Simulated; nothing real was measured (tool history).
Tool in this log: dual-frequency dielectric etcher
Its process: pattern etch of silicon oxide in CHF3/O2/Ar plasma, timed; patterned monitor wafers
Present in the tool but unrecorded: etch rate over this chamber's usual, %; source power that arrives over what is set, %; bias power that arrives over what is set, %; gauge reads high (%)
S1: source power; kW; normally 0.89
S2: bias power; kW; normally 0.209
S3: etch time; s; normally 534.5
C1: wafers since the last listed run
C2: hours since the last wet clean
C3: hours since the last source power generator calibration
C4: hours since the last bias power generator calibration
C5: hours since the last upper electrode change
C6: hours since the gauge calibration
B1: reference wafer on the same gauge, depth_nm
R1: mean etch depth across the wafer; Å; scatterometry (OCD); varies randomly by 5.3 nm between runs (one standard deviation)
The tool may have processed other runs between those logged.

run	hour	S1	S2	S3	C1	C2	C3	C4	C5	C6	B1	R1
1	0	0.89	0.237	421.5	0	139.2	4129.5	2576.9	870.1	462.2	1332.3	11041
2	36.4	0.89	0.209	534.5	129	175.6	4165.9	2613.3	906.5	498.6	1333.2	13204
3	96.1	0.89	0.209	534.5	212	235.3	4225.6	2673	966.2	558.3	1340.5	13304
4	154.2	0.89	0.209	534.5	206	293.4	4283.7	2731.1	1024.3	616.4	1339.7	13203
5	221.1	0.81	0.209	534.5	237	360.3	4350.6	2798	1091.2	683.3	1342.6	12750
6	267.4	0.81	0.209	534.5	164	406.6	4396.9	2844.3	1137.5	729.6	1340.7	12903
# hour 365.8: wet clean of the chamber
7	366.3	0.81	0.209	534.5	266	0.5	4495.8	2943.2	1236.4	828.5	1345.1	12862
8	454.1	0.89	0.209	476.5	312	88.3	4583.6	3031	1324.2	916.3	1347.7	11881
9	535.4	0.89	0.209	534.5	289	169.6	4664.9	3112.3	1405.5	997.6	1348.7	13328
10	615.1	0.89	0.209	534.5	283	249.3	4744.6	3192	1485.2	1077.3	1348.4	13430
# hour 700.1: source power generator calibrated
# hour 814.3: wet clean of the chamber
11	873.4	0.89	0.209	534.5	819	59.1	173.3	3450.3	1743.5	1335.6	1351.8	13363
# hour 932.8: bias power generator calibrated
12	953.4	0.89	0.249	612	270	139.1	253.3	20.6	1823.5	1415.6	1350	16557
# hour 985.5: gauge calibrated
13	1008.1	1.01	0.234	597.5	194	193.8	308	75.3	1878.2	22.6	1306.2	16011
14	1073	0.89	0.209	534.5	230	258.7	372.9	140.2	1943.1	87.5	1308	13025
15	1136.2	1.02	0.245	534.5	224	321.9	436.1	203.4	2006.3	150.7	1315.3	14823
16	1239.6	0.89	0.174	534.5	367	425.3	539.5	306.8	2109.7	254.1	1322.2	12145
# hour 1276.5: upper electrode replaced
17	1308.6	1.06	0.192	479.5	160	494.3	608.5	375.8	32.1	323.1	1322.9	12231
# hour 1396.8: wet clean of the chamber
18	1414.2	1.08	0.169	637.5	290	17.4	714.1	481.4	137.7	428.7	1330.7	15535
19	1461.8	0.89	0.209	534.5	169	65	761.7	529	185.3	476.3	1332.5	13195
20	1534.7	0.89	0.209	534.5	259	137.9	834.6	601.9	258.2	549.2	1334.4	13278
21	1592.1	0.98	0.209	534.5	204	195.3	892	659.3	315.6	606.6	1336.6	13770
22	1633.1	1.01	0.234	597.5	145	236.3	933	700.3	356.6	647.6	1339	16547
23	1673.7	0.7	0.23	381	144	276.9	973.6	740.9	397.2	688.2	1341.4	8935
24	1763.7	0.89	0.209	534.5	320	366.9	1063.6	830.9	487.2	778.2	1344.1	13307

Branching from run 24: 4 alternative next runs. What would each branch give?
A	1764.3	0.89	0.209	534.5	2	367.5	1064.2	831.5	487.8	778.8	?	?
B	1764.3	1.11	0.229	590.5	2	367.5	1064.2	831.5	487.8	778.8	?	?
C	1764.3	0.7	0.25	445.5	2	367.5	1064.2	831.5	487.8	778.8	?	?
D	1764.3	1.09	0.176	425.5	2	367.5	1064.2	831.5	487.8	778.8	?	?

run	B1	R1
A	1342.2	13417
B	1342.2	16896
C	1342.2	10902
D	1342.2	10823
Without the tool's hidden state the same runs would have given:
run	R1
A	12996
B	16365
C	10559
D	10483

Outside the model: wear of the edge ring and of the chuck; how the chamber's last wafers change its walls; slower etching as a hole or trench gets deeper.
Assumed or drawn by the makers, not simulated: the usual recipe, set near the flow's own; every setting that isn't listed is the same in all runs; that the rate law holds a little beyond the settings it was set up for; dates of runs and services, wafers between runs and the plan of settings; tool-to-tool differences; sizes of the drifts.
